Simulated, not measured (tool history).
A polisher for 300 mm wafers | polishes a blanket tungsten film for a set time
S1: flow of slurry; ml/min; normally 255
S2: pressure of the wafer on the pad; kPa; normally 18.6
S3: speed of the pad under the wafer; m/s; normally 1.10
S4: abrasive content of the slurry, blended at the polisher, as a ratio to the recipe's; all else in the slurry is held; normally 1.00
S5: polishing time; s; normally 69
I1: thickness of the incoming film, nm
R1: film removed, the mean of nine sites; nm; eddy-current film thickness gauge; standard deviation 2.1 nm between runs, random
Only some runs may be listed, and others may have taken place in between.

run 1 hour=0.0 | S1=215 S2=18.6 S3=1.10 S4=1.00 S5=69 | I1=1305.1 | R1=273.1
run 2 hour=39.7 | S1=255 S2=18.6 S3=1.24 S4=1.00 S5=69 | I1=1309.6 | R1=308.1
-- hour=55.9 slurry tank refilled with fresh slurry and peroxide
run 3 hour=96.7 | S1=255 S2=18.6 S3=1.24 S4=1.00 S5=69 | I1=1323.3 | R1=313.1
run 4 hour=146.0 | S1=255 S2=18.6 S3=1.10 S4=0.90 S5=69 | I1=1307.3 | R1=264.7
-- hour=150.0 worn pad replaced by a new one
run 5 hour=175.4 | S1=255 S2=18.6 S3=1.10 S4=0.90 S5=69 | I1=1290.4 | R1=260.9
-- hour=209.1 slurry blender recalibrated
-- hour=229.6 slurry tank refilled with fresh slurry and peroxide
run 6 hour=247.3 | S1=255 S2=18.6 S3=1.10 S4=1.00 S5=69 | I1=1309.5 | R1=310.6
-- hour=332.7 worn pad replaced by a new one
-- hour=365.8 head pressure recalibrated
-- hour=431.5 slurry tank refilled with fresh slurry and peroxide
run 7 hour=447.4 | S1=255 S2=18.6 S3=1.10 S4=1.00 S5=69 | I1=1293.6 | R1=294.6
-- hour=451.7 slurry nozzle cleaned
run 8 hour=473.8 | S1=255 S2=18.6 S3=1.10 S4=1.00 S5=69 | I1=1280.4 | R1=286.2
run 9 hour=521.6 | S1=305 S2=15.2 S3=1.10 S4=1.00 S5=84 | I1=1296.6 | R1=284.7
-- hour=546.5 worn pad replaced by a new one
run 10 hour=579.1 | S1=255 S2=18.6 S3=1.10 S4=1.00 S5=62 | I1=1287.0 | R1=246.1
-- hour=640.7 slurry tank refilled with fresh slurry and peroxide
run 11 hour=643.9 | S1=200 S2=20.7 S3=0.82 S4=1.10 S5=69 | I1=1274.9 | R1=238.2
-- hour=677.8 slurry blender recalibrated
run 12 hour=693.4 | S1=255 S2=18.6 S3=1.10 S4=1.00 S5=85 | I1=1301.7 | R1=371.4
-- hour=711.5 worn pad replaced by a new one
run 13 hour=756.3 | S1=200 S2=20.7 S3=0.82 S4=1.10 S5=69 | I1=1308.4 | R1=238.8
run 14 hour=813.3 | S1=315 S2=16.5 S3=1.10 S4=1.25 S5=69 | I1=1281.3 | R1=272.5
-- hour=829.9 slurry tank refilled with fresh slurry and peroxide
run 15 hour=857.2 | S1=255 S2=18.6 S3=1.26 S4=1.00 S5=60 | I1=1319.1 | R1=296.6
run 16 hour=887.9 | S1=255 S2=18.6 S3=1.10 S4=1.00 S5=69 | I1=1309.7 | R1=292.3
-- hour=903.8 worn pad replaced by a new one
run 17 hour=949.5 | S1=290 S2=22.8 S3=1.38 S4=1.00 S5=81 | I1=1302.3 | R1=511.8

For each run, the measured value with the value that run would have given without the tool's hidden condition subtracted. The run-to-run variation is shared by both, the gauge scatter possibly not:
Hidden state at play: removal rate lost through wear of the pad, %; slurry flow missing at the pad, %; deviation of the head's pressure from its setpoint, %; abrasive missing from the slurry, %; peroxide lost from the slurry, %.
run=1 R1=-45.6
run=2 R1=-54.5
run=3 R1=-46.6
run=4 R1=-46.6
run=5 R1=-48.6
run=6 R1=-11.7
run=7 R1=-27.9
run=8 R1=-34.1
run=9 R1=-42.0
run=10 R1=-40.8
run=11 R1=-25.8
run=12 R1=-22.4
run=13 R1=-26.5
run=14 R1=-37.9
run=15 R1=-25.4
run=16 R1=-32.4
run=17 R1=-72.4
